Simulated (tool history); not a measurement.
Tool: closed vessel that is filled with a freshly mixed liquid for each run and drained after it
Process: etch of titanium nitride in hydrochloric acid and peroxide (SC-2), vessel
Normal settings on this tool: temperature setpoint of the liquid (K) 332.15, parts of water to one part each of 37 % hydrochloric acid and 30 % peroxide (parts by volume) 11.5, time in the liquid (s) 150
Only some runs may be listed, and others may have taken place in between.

run	hour	temperature setpoint of the liquid (K)	parts of water to one part each of 37 % hydrochloric acid and 30 % peroxide (parts by volume)	time in the liquid (s)	read-back film thickness of the titanium nitride reference wafer, read on the same gauge (nm)	thickness taken off the titanium nitride on a monitor wafer (Å)
1	0.0	332.15	11.5	150	99.99	91.7
# hour 69.8: chemicals flow meter replaced
2	78.9	332.15	15.0	150	99.99	72.9
3	115.5	332.15	15.0	150	99.98	73.5
4	171.1	332.15	11.5	150	100.00	92.5
5	225.3	332.15	11.5	150	99.97	93.1
6	287.4	332.15	11.5	150	100.01	91.9
7	351.7	324.65	11.5	150	100.02	57.8
# hour 371.3: gauge calibrated
8	441.9	324.65	11.5	150	100.00	58.0
9	496.2	324.65	11.5	150	100.01	57.8
# hour 559.8: thermometer replaced
10	581.8	332.15	11.5	150	100.03	87.3
11	656.8	332.15	13.0	150	100.01	77.5
12	734.2	332.15	11.5	100	100.01	58.5
# hour 740.9: new drum of peroxide connected
13	904.7	332.15	7.0	150	99.99	132.1
# hour 1132.4: gauge calibrated
14	1205.4	323.15	8.0	150	100.02	66.3
15	1279.5	338.15	11.5	95	99.99	81.5
# hour 1320.6: chemicals flow meter replaced
16	1360.4	332.15	11.5	150	99.99	88.8
17	1431.0	332.15	11.5	150	100.01	89.7
18	1503.2	338.65	16.5	90	100.01	59.0
19	1597.3	338.65	11.5	150	100.00	135.4
# hour 1616.7: new drum of peroxide connected
20	1651.1	332.15	6.5	125	100.02	120.2

Had the tool no unlogged condition, and each run kept its random variation, what would the results have been?
The tool's hidden condition here consists of: liquid hotter than its thermometer reads (K); chemicals flow above the setpoint (%); peroxide weaker than its label (%); gauge reads high (%).
run	thickness taken off the titanium nitride on a monitor wafer (Å)
1	86.0
2	68.1
3	68.6
4	86.2
5	86.5
6	85.1
7	53.3
8	53.2
9	52.9
10	86.6
11	76.7
12	57.7
13	129.4
14	63.9
15	78.6
16	85.2
17	85.9
18	56.4
19	129.0
20	114.0
